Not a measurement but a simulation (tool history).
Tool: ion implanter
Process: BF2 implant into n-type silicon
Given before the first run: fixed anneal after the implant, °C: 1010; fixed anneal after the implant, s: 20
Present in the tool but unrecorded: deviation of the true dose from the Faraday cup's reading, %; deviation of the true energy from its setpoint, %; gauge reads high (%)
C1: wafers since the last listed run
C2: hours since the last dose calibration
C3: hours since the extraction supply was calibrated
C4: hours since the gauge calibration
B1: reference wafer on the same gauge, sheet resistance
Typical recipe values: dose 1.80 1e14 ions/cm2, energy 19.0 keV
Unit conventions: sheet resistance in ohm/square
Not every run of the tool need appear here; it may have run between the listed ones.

{"run": 1, "hour": 0.0, "dose": 1.8, "energy": 19.0, "C1": 0, "C2": 165.0, "C3": 1370.6, "C4": 897.2, "B1": 499.39, "sheet resistance": 555.81}
{"run": 2, "hour": 56.8, "dose": 1.8, "energy": 19.0, "C1": 1535, "C2": 221.8, "C3": 1427.4, "C4": 954.0, "B1": 500.05, "sheet resistance": 552.83}
{"run": 3, "hour": 82.5, "dose": 1.8, "energy": 19.0, "C1": 694, "C2": 247.5, "C3": 1453.1, "C4": 979.7, "B1": 500.13, "sheet resistance": 557.58}
{"run": 4, "hour": 117.9, "dose": 1.8, "energy": 19.0, "C1": 957, "C2": 282.9, "C3": 1488.5, "C4": 1015.1, "B1": 499.11, "sheet resistance": 559.49}
{"run": 5, "hour": 178.5, "dose": 1.8, "energy": 19.0, "C1": 1638, "C2": 343.5, "C3": 1549.1, "C4": 1075.7, "B1": 498.77, "sheet resistance": 547.13}
{"run": 6, "hour": 239.7, "dose": 1.8, "energy": 19.0, "C1": 1654, "C2": 404.7, "C3": 1610.3, "C4": 1136.9, "B1": 499.08, "sheet resistance": 544.06}
{"run": 7, "hour": 272.6, "dose": 1.8, "energy": 19.0, "C1": 889, "C2": 437.6, "C3": 1643.2, "C4": 1169.8, "B1": 499.98, "sheet resistance": 547.83}
{"run": 8, "hour": 332.2, "dose": 1.8, "energy": 19.0, "C1": 1611, "C2": 497.2, "C3": 1702.8, "C4": 1229.4, "B1": 501.01, "sheet resistance": 545.36}
{"run": 9, "hour": 389.1, "dose": 1.8, "energy": 19.0, "C1": 1538, "C2": 554.1, "C3": 1759.7, "C4": 1286.3, "B1": 500.23, "sheet resistance": 540.62}
{"run": 10, "hour": 589.7, "dose": 1.8, "energy": 19.0, "C1": 5423, "C2": 754.7, "C3": 1960.3, "C4": 1486.9, "B1": 501.36, "sheet resistance": 534.62}
{"run": 11, "hour": 625.7, "dose": 1.8, "energy": 19.0, "C1": 973, "C2": 790.7, "C3": 1996.3, "C4": 1522.9, "B1": 500.17, "sheet resistance": 540.77}
{"hour": 673.7, "done": "Faraday cup replaced and dose calibrated"}
{"run": 12, "hour": 677.8, "dose": 1.8, "energy": 19.0, "C1": 1192, "C2": 4.1, "C3": 2048.4, "C4": 1575.0, "B1": 500.01, "sheet resistance": 553.52}
{"run": 13, "hour": 702.2, "dose": 1.8, "energy": 19.0, "C1": 659, "C2": 28.5, "C3": 2072.8, "C4": 1599.4, "B1": 500.26, "sheet resistance": 551.79}
{"run": 14, "hour": 732.7, "dose": 1.8, "energy": 16.0, "C1": 824, "C2": 59.0, "C3": 2103.3, "C4": 1629.9, "B1": 500.27, "sheet resistance": 559.54}
{"run": 15, "hour": 783.4, "dose": 1.8, "energy": 19.0, "C1": 1370, "C2": 109.7, "C3": 2154.0, "C4": 1680.6, "B1": 500.89, "sheet resistance": 552.49}
{"run": 16, "hour": 838.8, "dose": 1.8, "energy": 19.0, "C1": 1497, "C2": 165.1, "C3": 2209.4, "C4": 1736.0, "B1": 500.31, "sheet resistance": 551.21}
{"run": 17, "hour": 863.5, "dose": 2.02, "energy": 17.5, "C1": 667, "C2": 189.8, "C3": 2234.1, "C4": 1760.7, "B1": 500.34, "sheet resistance": 503.42}
{"run": 18, "hour": 916.8, "dose": 2.3, "energy": 24.5, "C1": 1441, "C2": 243.1, "C3": 2287.4, "C4": 1814.0, "B1": 500.49, "sheet resistance": 428.12}
{"hour": 969.4, "done": "gauge calibrated"}
{"hour": 975.4, "done": "extraction supply calibrated"}
{"run": 19, "hour": 975.9, "dose": 1.66, "energy": 17.5, "C1": 1381, "C2": 302.2, "C3": 0.5, "C4": 6.5, "B1": 500.65, "sheet resistance": 590.52}
{"run": 20, "hour": 1026.9, "dose": 1.8, "energy": 19.0, "C1": 1378, "C2": 353.2, "C3": 51.5, "C4": 57.5, "B1": 500.15, "sheet resistance": 549.93}
{"run": 21, "hour": 1073.8, "dose": 2.03, "energy": 15.5, "C1": 1268, "C2": 400.1, "C3": 98.4, "C4": 104.4, "B1": 500.33, "sheet resistance": 502.71}
{"run": 22, "hour": 1136.4, "dose": 2.09, "energy": 24.0, "C1": 1692, "C2": 462.7, "C3": 161.0, "C4": 167.0, "B1": 500.28, "sheet resistance": 465.1}
{"run": 23, "hour": 1197.2, "dose": 1.51, "energy": 13.0, "C1": 1643, "C2": 523.5, "C3": 221.8, "C4": 227.8, "B1": 500.17, "sheet resistance": 657.1}
{"run": 24, "hour": 1248.7, "dose": 1.66, "energy": 17.5, "C1": 1392, "C2": 575.0, "C3": 273.3, "C4": 279.3, "B1": 499.71, "sheet resistance": 584.41}
{"run": 25, "hour": 1417.0, "dose": 2.1, "energy": 19.0, "C1": 4550, "C2": 743.3, "C3": 441.6, "C4": 447.6, "B1": 499.42, "sheet resistance": 469.0}
{"hour": 1441.6, "done": "Faraday cup replaced and dose calibrated"}
{"run": 26, "hour": 1458.3, "dose": 1.36, "energy": 13.5, "C1": 900, "C2": 16.7, "C3": 482.9, "C4": 488.9, "B1": 500.11, "sheet resistance": 743.3}
{"run": 27, "hour": 1520.9, "dose": 1.8, "energy": 16.5, "C1": 1692, "C2": 79.3, "C3": 545.5, "C4": 551.5, "B1": 500.57, "sheet resistance": 570.05}
{"run": 28, "hour": 1582.7, "dose": 1.3, "energy": 24.0, "C1": 1670, "C2": 141.1, "C3": 607.3, "C4": 613.3, "B1": 500.28, "sheet resistance": 718.91}
{"run": 29, "hour": 1613.4, "dose": 1.66, "energy": 13.5, "C1": 830, "C2": 171.8, "C3": 638.0, "C4": 644.0, "B1": 498.7, "sheet resistance": 616.15}
{"run": 30, "hour": 1658.1, "dose": 1.65, "energy": 16.0, "C1": 1208, "C2": 216.5, "C3": 682.7, "C4": 688.7, "B1": 500.09, "sheet resistance": 604.18}
{"run": 31, "hour": 1828.6, "dose": 1.66, "energy": 17.5, "C1": 4609, "C2": 387.0, "C3": 853.2, "C4": 859.2, "B1": 499.93, "sheet resistance": 596.96}
{"run": 32, "hour": 1893.0, "dose": 2.15, "energy": 13.0, "C1": 1741, "C2": 451.4, "C3": 917.6, "C4": 923.6, "B1": 500.48, "sheet resistance": 487.55}

Selected run-to-run steps in sheet resistance, each split into two signed amounts: the part the tool would show with no hidden state at all (from settings, incoming material and random variation), and the remainder, which goes to the hidden state together with any gauge scatter not common to the measured and the hidden-state-free results:
Run 11 -> 12: Faraday cup replaced and dose calibrated. sheet resistance +12.75 ohm/square: hidden state +16.38, all else -3.63.
Run 22 -> 23: dose 2.09 -> 1.51, energy 24.0 -> 13.0. sheet resistance +192.00 ohm/square: hidden state -9.78, all else +201.78.
Run 25 -> 26: dose 2.10 -> 1.36, energy 19.0 -> 13.5, Faraday cup replaced and dose calibrated. sheet resistance +274.30 ohm/square: hidden state +23.08, all else +251.22.
Run 26 -> 27: dose 1.36 -> 1.80, energy 13.5 -> 16.5. sheet resistance -173.25 ohm/square: hidden state -1.90, all else -171.35.
